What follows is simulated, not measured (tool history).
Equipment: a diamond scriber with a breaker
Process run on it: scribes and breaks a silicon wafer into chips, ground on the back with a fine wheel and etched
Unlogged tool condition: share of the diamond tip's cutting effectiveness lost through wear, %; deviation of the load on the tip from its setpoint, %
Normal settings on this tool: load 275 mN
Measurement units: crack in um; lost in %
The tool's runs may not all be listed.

run	day	load	wafers since the last listed run	hours since the diamond tip was replaced	hours since the load on the tip was calibrated	incoming depth of the damage left on the back of the incoming wafer, um	crack	lost
1	0.000	231	0	863.1	700.3	0.65	8.61	12.78
2	0.612	231	35	877.8	715.0	0.39	8.77	13.75
3	1.321	275	40	894.8	732.0	0.78	9.64	7.23
4	1.988	237	38	910.8	748.0	0.51	8.56	14.32
5	2.450	237	26	921.9	759.1	0.46	8.55	14.42
6	2.725	237	15	928.5	765.7	0.47	8.62	14.57
7	3.112	275	22	937.8	775.0	0.70	9.36	8.74
8	3.525	275	23	947.7	784.9	0.34	9.42	9.17
9	3.775	275	14	953.7	790.9	0.79	9.26	8.63
# day 4.379: diamond tip replaced by a new one, of another model than before
10	5.350	308	85	23.3	828.7	0.62	11.99	0.79
11	5.646	209	16	30.4	835.8	0.64	10.75	2.76
12	6.317	240	38	46.5	851.9	0.30	11.42	1.60
# day 6.638: load on the tip recalibrated
13	6.896	328	28	60.4	6.2	0.30	12.47	0.95
14	7.312	229	23	70.4	16.2	0.49	10.92	1.88
15	7.912	233	34	84.8	30.6	0.75	11.17	1.88
16	8.308	211	22	94.3	40.1	0.48	10.72	2.93
17	9.012	229	40	111.2	57.0	0.47	10.66	2.06
18	9.571	275	32	124.6	70.4	0.39	11.56	0.89

4 options for the next run, each taken on its own from the tool as it stands now. Forecast them:
A	9.596	275	1	125.2	71.0	0.48	?	?
B	9.596	338	1	125.2	71.0	0.48	?	?
C	9.596	301	1	125.2	71.0	0.48	?	?
D	9.596	248	1	125.2	71.0	0.48	?	?

run	crack	lost
A	11.76	0.92
B	12.74	1.06
C	12.17	0.77
D	11.32	1.43
Take away the tool's hidden state, keep each run's random variation, and the runs would have read:
run	crack	lost
A	12.16	0.77
B	13.17	1.61
C	12.58	0.92
D	11.71	0.96
